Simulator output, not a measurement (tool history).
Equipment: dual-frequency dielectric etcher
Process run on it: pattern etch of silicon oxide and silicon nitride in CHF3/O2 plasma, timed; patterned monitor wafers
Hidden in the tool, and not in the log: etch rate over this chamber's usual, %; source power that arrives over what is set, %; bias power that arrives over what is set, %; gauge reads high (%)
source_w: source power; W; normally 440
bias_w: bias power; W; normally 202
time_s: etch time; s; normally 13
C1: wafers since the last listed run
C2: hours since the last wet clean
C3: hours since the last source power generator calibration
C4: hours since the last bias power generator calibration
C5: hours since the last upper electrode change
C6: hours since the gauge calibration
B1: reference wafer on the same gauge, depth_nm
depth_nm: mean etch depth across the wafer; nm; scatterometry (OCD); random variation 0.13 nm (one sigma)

Run 1, hour 0: usual settings; C1 0; C2 0.8; C3 40.5; C4 4625.5; C5 4152.7; C6 64.6; B1 21.53. Result: depth_nm 19.54 nm.
Run 2, hour 11.9: usual settings but source_w 410 W; C1 210; C2 12.7; C3 52.4; C4 4637.4; C5 4164.6; C6 76.5; B1 21.48. Result: depth_nm 19.41 nm.
Run 3, hour 76.2: usual settings but source_w 400 W; C1 1136; C2 77; C3 116.7; C4 4701.7; C5 4228.9; C6 140.8; B1 21.49. Result: depth_nm 18.92 nm.
Run 4, hour 90.7: usual settings but source_w 400 W; C1 256; C2 91.5; C3 131.2; C4 4716.2; C5 4243.4; C6 155.3; B1 21.52. Result: depth_nm 18.78 nm.
Run 5, hour 105.5: usual settings but source_w 400 W; C1 261; C2 106.3; C3 146; C4 4731; C5 4258.2; C6 170.1; B1 21.46. Result: depth_nm 18.76 nm.
Run 6, hour 122.3: usual settings but source_w 470 W; C1 296; C2 123.1; C3 162.8; C4 4747.8; C5 4275; C6 186.9; B1 21.52. Result: depth_nm 19.66 nm.
Run 7, hour 156.2: usual settings; C1 599; C2 157; C3 196.7; C4 4781.7; C5 4308.9; C6 220.8; B1 21.51. Result: depth_nm 19.27 nm.
Run 8, hour 184.3: usual settings but time_s 11.5 s; C1 496; C2 185.1; C3 224.8; C4 4809.8; C5 4337; C6 248.9; B1 21.52. Result: depth_nm 17.07 nm.
Run 9, hour 210: usual settings but source_w 530 W, bias_w 219 W, time_s 11.5 s; C1 454; C2 210.8; C3 250.5; C4 4835.5; C5 4362.7; C6 274.6; B1 21.54. Result: depth_nm 18.58 nm.
Run 10, hour 242.6: usual settings but source_w 360 W, bias_w 186 W; C1 576; C2 243.4; C3 283.1; C4 4868.1; C5 4395.3; C6 307.2; B1 21.52. Result: depth_nm 17.19 nm.
At hour 274.7: upper electrode replaced.
Run 11, hour 275.2: usual settings but source_w 540 W, time_s 12 s; C1 151; C2 276; C3 315.7; C4 4900.7; C5 0.5; C6 339.8; B1 21.48. Result: depth_nm 18.62 nm.
At hour 304.4: wet clean of the chamber, repeated, since the last time left the tool worse.
Run 12, hour 304.9: usual settings; C1 100; C2 0.5; C3 345.4; C4 4930.4; C5 30.2; C6 369.5; B1 21.54. Result: depth_nm 18.17 nm.
Run 13, hour 338: usual settings but source_w 520 W, bias_w 160 W, time_s 11.5 s; C1 584; C2 33.6; C3 378.5; C4 4963.5; C5 63.3; C6 402.6; B1 21.48. Result: depth_nm 15.46 nm.
Run 14, hour 373.5: usual settings but time_s 10 s; C1 627; C2 69.1; C3 414; C4 4999; C5 98.8; C6 438.1; B1 21.48. Result: depth_nm 14.23 nm.
At hour 401.2: bias power generator calibrated.
Run 15, hour 405: usual settings but bias_w 185 W; C1 485; C2 100.6; C3 445.5; C4 3.8; C5 130.3; C6 469.6; B1 21.49. Result: depth_nm 17.4 nm.
Run 16, hour 439.1: usual settings; C1 602; C2 134.7; C3 479.6; C4 37.9; C5 164.4; C6 503.7; B1 21.54. Result: depth_nm 18.22 nm.
Run 17, hour 455.9: usual settings but source_w 500 W, bias_w 156 W, time_s 10.5 s; C1 296; C2 151.5; C3 496.4; C4 54.7; C5 181.2; C6 520.5; B1 21.55. Result: depth_nm 13.61 nm.
Run 18, hour 481.4: usual settings but source_w 340 W, time_s 17 s; C1 450; C2 177; C3 521.9; C4 80.2; C5 206.7; C6 546; B1 21.51. Result: depth_nm 21.91 nm.
Run 19, hour 498.6: usual settings but source_w 340 W, bias_w 252 W, time_s 11 s; C1 303; C2 194.2; C3 539.1; C4 97.4; C5 223.9; C6 563.2; B1 21.54. Result: depth_nm 15.41 nm.
Run 20, hour 512.8: usual settings but bias_w 168 W; C1 250; C2 208.4; C3 553.3; C4 111.6; C5 238.1; C6 577.4; B1 21.49. Result: depth_nm 16.65 nm.
Run 21, hour 548.4: usual settings but source_w 370 W, bias_w 161 W, time_s 9 s; C1 629; C2 244; C3 588.9; C4 147.2; C5 273.7; C6 613; B1 21.54. Result: depth_nm 10.43 nm.
Run 22, hour 578.1: usual settings; C1 524; C2 273.7; C3 618.6; C4 176.9; C5 303.4; C6 642.7; B1 21.52. Result: depth_nm 17.83 nm.
Run 23, hour 594.2: usual settings but source_w 410 W, bias_w 181 W, time_s 16 s; C1 284; C2 289.8; C3 634.7; C4 193; C5 319.5; C6 658.8; B1 21.48. Result: depth_nm 20.2 nm.
At hour 640.5: wet clean of the chamber.
Run 24, hour 697.8: usual settings but source_w 340 W, bias_w 252 W; C1 1406; C2 57.3; C3 738.3; C4 296.6; C5 423.1; C6 762.4; B1 21.48. Result: depth_nm 18.76 nm.
Run 25, hour 715.6: usual settings but source_w 350 W, bias_w 171 W, time_s 16 s; C1 314; C2 75.1; C3 756.1; C4 314.4; C5 440.9; C6 780.2; B1 21.47. Result: depth_nm 19.41 nm.
Run 26, hour 731.7: usual settings but bias_w 230 W, time_s 10 s; C1 284; C2 91.2; C3 772.2; C4 330.5; C5 457; C6 796.3; B1 21.48. Result: depth_nm 14.88 nm.
Run 27, hour 756: usual settings; C1 429; C2 115.5; C3 796.5; C4 354.8; C5 481.3; C6 820.6; B1 21.45. Result: depth_nm 18.07 nm.
Run 28, hour 781.9: usual settings; C1 457; C2 141.4; C3 822.4; C4 380.7; C5 507.2; C6 846.5; B1 21.49. Result: depth_nm 18.06 nm.
Run 29, hour 812.1: usual settings but bias_w 233 W, time_s 16 s; C1 533; C2 171.6; C3 852.6; C4 410.9; C5 537.4; C6 876.7; B1 21.49. Result: depth_nm 23.7 nm.

5 ways to go on from here, each from the tool as it stands after run 29. What would each give?
Run A, hour 812.5: usual settings; C1 7; C2 172; C3 853; C4 411.3; C5 537.8; C6 877.1; B1 ?. Result: depth_nm ?.
Run B, hour 812.5: usual settings but bias_w 245 W, time_s 11 s; C1 7; C2 172; C3 853; C4 411.3; C5 537.8; C6 877.1; B1 ?. Result: depth_nm ?.
Run C, hour 812.5: usual settings but bias_w 218 W; C1 7; C2 172; C3 853; C4 411.3; C5 537.8; C6 877.1; B1 ?. Result: depth_nm ?.
Run D, hour 812.5: usual settings but source_w 500 W, bias_w 176 W, time_s 15.5 s; C1 7; C2 172; C3 853; C4 411.3; C5 537.8; C6 877.1; B1 ?. Result: depth_nm ?.
Run E, hour 812.5: usual settings but bias_w 220 W, time_s 15 s; C1 7; C2 172; C3 853; C4 411.3; C5 537.8; C6 877.1; B1 ?. Result: depth_nm ?.

run     B1  depth_nm
  A  21.52     17.99
  B  21.52     16.63
  C  21.52     18.63
  D  21.52     21.01
  E  21.52     21.59
With the hidden condition removed and each run's random variation left untouched, the same runs would have given:
run  depth_nm
  A     18.31
  B     16.92
  C     18.96
  D     21.38
  E     21.97
